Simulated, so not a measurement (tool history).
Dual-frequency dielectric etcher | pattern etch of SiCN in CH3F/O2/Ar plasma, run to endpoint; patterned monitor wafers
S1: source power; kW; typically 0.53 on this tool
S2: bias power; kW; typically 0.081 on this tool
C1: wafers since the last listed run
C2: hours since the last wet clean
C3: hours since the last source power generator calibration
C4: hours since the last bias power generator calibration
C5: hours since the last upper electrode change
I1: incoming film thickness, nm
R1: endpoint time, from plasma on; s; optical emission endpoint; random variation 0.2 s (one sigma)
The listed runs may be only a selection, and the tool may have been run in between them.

run   hour    S1     S2   C1     C2      C3      C4      C5     I1    R1
  1      0  0.53  0.081    0     74  3226.4  3555.2  4059.7  11.02    26
  2   60.2  0.53  0.081  547  134.2  3286.6  3615.4  4119.9  11.12  26.8
  3  114.2  0.53  0.088  491  188.2  3340.6  3669.4  4173.9  11.02  25.3
  4  155.7  0.53  0.081  377  229.7  3382.1  3710.9  4215.4  11.05  26.5
  5    183  0.53  0.081  248    257  3409.4  3738.2  4242.7  10.94  26.6
  6    219  0.53  0.081  327    293  3445.4  3774.2  4278.7  10.96  26.4
     351.6  -- wet clean of the chamber
  7  352.1  0.53  0.081  992    0.5  3578.5  3907.3  4411.8  11.07  25.9
  8  383.3  0.61  0.067  283   31.7  3609.7  3938.5    4443  10.89  25.4
  9  420.2  0.53  0.081  335   68.6  3646.6  3975.4  4479.9  11.08    26
     429.7  -- source power generator calibrated
 10  453.9  0.65  0.096  270  102.3    24.2  4009.1  4513.6  10.92  21.4
     458.9  -- bias power generator calibrated
     532.7  -- upper electrode replaced
 11  533.2  0.53  0.067  466  181.6   103.5    74.3     0.5   10.9  28.1
 12  567.5  0.53  0.081  312  215.9   137.8   108.6    34.8  10.97  26.5
 13  638.7  0.44  0.065  647  287.1     209   179.8     106     11  33.8
 14  684.8  0.57   0.07  419  333.2   255.1   225.9   152.1  10.98  27.4
     714.4  -- wet clean of the chamber
 15  739.9  0.58  0.098  282   25.5   310.2     281   207.2  10.84    22

Describe how what the log doesn't record of the tool's condition differs between the last listed run preceding each entry between runs and the first listed run following it.
From run 6 to run 7: wet clean of the chamber (hour 351.6)
  etch rate over this chamber's usual, %: -4.21 -> -0.278
  the result without the hidden state subtracted from the measured one, R1: +1.1 -> +0 s
From run 9 to run 10: source power generator calibrated (hour 429.7)
  etch rate over this chamber's usual, %: -1.22 -> -1.68
  the result without the hidden state subtracted from the measured one, R1: +0.4 -> +0.3 s
From run 10 to run 11: bias power generator calibrated (hour 458.9); upper electrode replaced (hour 532.7)
  etch rate over this chamber's usual, %: -1.68 -> -2.78
  the result without the hidden state subtracted from the measured one, R1: +0.3 -> +0.7 s
From run 14 to run 15: wet clean of the chamber (hour 714.4)
  etch rate over this chamber's usual, %: -4.87 -> -1.13
  the result without the hidden state subtracted from the measured one, R1: +1.3 -> +0.2 s
